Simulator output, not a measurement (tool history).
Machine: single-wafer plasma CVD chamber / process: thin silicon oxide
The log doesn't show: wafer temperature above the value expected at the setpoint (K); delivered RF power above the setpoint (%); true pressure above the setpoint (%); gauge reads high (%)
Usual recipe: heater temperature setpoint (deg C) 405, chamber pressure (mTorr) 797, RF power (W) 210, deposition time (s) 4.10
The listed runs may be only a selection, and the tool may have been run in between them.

run     day  heater temperature setpoint (deg C)  chamber pressure (mTorr)  RF power (W)  deposition time (s)  wafers since the last listed run  hours since the last thermocouple change  hours since the last RF generator calibration  hours since the last manometer calibration  hours since the showerhead was replaced  hours since the gauge calibration  read-back reference wafer on the same gauge, thickness_nm  mean film thickness on the monitor wafer (Å)
  1   0.000                                  405                       797           210                 4.10                                 0                                    1266.6                                          767.3                                      2722.7                                   4695.3                              602.2                                                      6.577                                         61.25
  2   2.829                                  405                       797           210                 4.10                              1693                                    1334.5                                          835.2                                      2790.6                                   4763.2                              670.1                                                      6.581                                         61.56
  3   5.450                                  405                       797           210                 4.10                              1569                                    1397.4                                          898.1                                      2853.5                                   4826.1                              733.0                                                      6.579                                         61.56
  4   7.283                                  405                       797           210                 3.66                              1097                                    1441.4                                          942.1                                      2897.5                                   4870.1                              777.0                                                      6.580                                         54.86
  5   9.767                                  405                       797           210                 3.66                              1486                                    1501.0                                         1001.7                                      2957.1                                   4929.7                              836.6                                                      6.583                                         54.90
  6  11.467                                  405                       797           210                 3.66                              1017                                    1541.8                                         1042.5                                      2997.9                                   4970.5                              877.4                                                      6.577                                         54.80
  7  13.325                                  405                       797           210                 4.10                              1112                                    1586.4                                         1087.1                                      3042.5                                   5015.1                              922.0                                                      6.574                                         61.47
     14.779  -- showerhead replaced
  8  14.838                                  405                       797           210                 4.10                               706                                    1622.7                                         1123.4                                      3078.8                                      1.4                              958.3                                                      6.576                                         61.26
     16.279  -- capacitance manometer re-zeroed and calibrated
  9  17.250                                  405                       797           210                 4.10                              1244                                    1680.6                                         1181.3                                        23.3                                     59.3                             1016.2                                                      6.581                                         61.54
 10  19.058                                  405                       797           210                 4.10                              1082                                    1724.0                                         1224.7                                        66.7                                    102.7                             1059.6                                                      6.575                                         61.03
 11  20.279                                  405                       797           210                 4.10                               730                                    1753.3                                         1254.0                                        96.0                                    132.0                             1088.9                                                      6.578                                         61.30
 12  21.771                                  405                       797           210                 4.10                               893                                    1789.1                                         1289.8                                       131.8                                    167.8                             1124.7                                                      6.581                                         61.67
 13  23.492                                  405                       797           210                 4.10                              1030                                    1830.4                                         1331.1                                       173.1                                    209.1                             1166.0                                                      6.580                                         61.53
 14  24.833                                  405                       678           210                 4.33                               803                                    1862.6                                         1363.3                                       205.3                                    241.3                             1198.2                                                      6.585                                         56.44
 15  27.075                                  408                       730           210                 4.10                              1342                                    1916.4                                         1417.1                                       259.1                                    295.1                             1252.0                                                      6.582                                         56.86
 16  28.838                                  417                       603           240                 3.62                              1055                                    1958.7                                         1459.4                                       301.4                                    337.4                             1294.3                                                      6.583                                         45.77
     31.012  -- thermocouple changed; heater temperature recalibrated
 17  31.338                                  405                       797           210                 4.10                              1297                                       7.8                                         1519.4                                       361.4                                    397.4                             1354.3                                                      6.578                                         61.18
 18  34.867                                  419                       600           195                 3.89                              2113                                      92.5                                         1604.1                                       446.1                                    482.1                             1439.0                                                      6.579                                         43.24
 19  37.454                                  405                       797           210                 4.10                              1549                                     154.6                                         1666.2                                       508.2                                    544.2                             1501.1                                                      6.579                                         61.33
 20  39.958                                  405                       797           210                 4.60                              1499                                     214.7                                         1726.3                                       568.3                                    604.3                             1561.2                                                      6.581                                         68.48
     40.879  -- RF generator calibrated
 21  41.538                                  391                       797           210                 3.52                               745                                     252.6                                           15.8                                       606.2                                    642.2                             1599.1                                                      6.583                                         53.77
     41.542  -- gauge calibrated
 22  42.579                                  405                       887           210                 4.10                               623                                     277.6                                           40.8                                       631.2                                    667.2                               24.9                                                      6.586                                         67.62
 23  44.775                                  405                       797           210                 4.10                              1314                                     330.3                                           93.5                                       683.9                                    719.9                               77.6                                                      6.584                                         62.15
 24  47.508                                  405                       797           245                 4.10                              1636                                     395.9                                          159.1                                       749.5                                    785.5                              143.2                                                      6.582                                         67.65
 25  50.433                                  405                       928           200                 3.50                              1751                                     466.1                                          229.3                                       819.7                                    855.7                              213.4                                                      6.576                                         57.29
 26  52.358                                  405                       797           245                 4.10                              1152                                     512.3                                          275.5                                       865.9                                    901.9                              259.6                                                      6.577                                         67.59
 27  53.604                                  405                       797           210                 4.10                               745                                     542.2                                          305.4                                       895.8                                    931.8                              289.5                                                      6.582                                         61.75
 28  55.446                                  394                       797           175                 4.48                              1102                                     586.4                                          349.6                                       940.0                                    976.0                              333.7                                                      6.582                                         60.62
 29  58.192                                  405                       797           240                 3.50                              1644                                     652.3                                          415.5                                      1005.9                                   1041.9                              399.6                                                      6.582                                         56.70

Measured result minus the same run's result without the hidden state. Both carry the same run-to-run variation, though not necessarily the same gauge scatter:
run  mean film thickness on the monitor wafer (Å)
  1                                         -1.10
  2                                         -1.14
  3                                         -1.17
  4                                         -1.07
  5                                         -1.09
  6                                         -1.10
  7                                         -1.25
  8                                         -1.26
  9                                         -1.28
 10                                         -1.29
 11                                         -1.30
 12                                         -1.32
 13                                         -1.32
 14                                         -1.22
 15                                         -1.24
 16                                         -0.93
 17                                         -1.35
 18                                         -0.96
 19                                         -1.37
 20                                         -1.54
 21                                         -0.23
 22                                         -0.35
 23                                         -0.43
 24                                         -0.55
 25                                         -0.63
 26                                         -0.75
 27                                         -0.79
 28                                         -0.90
 29                                         -0.80
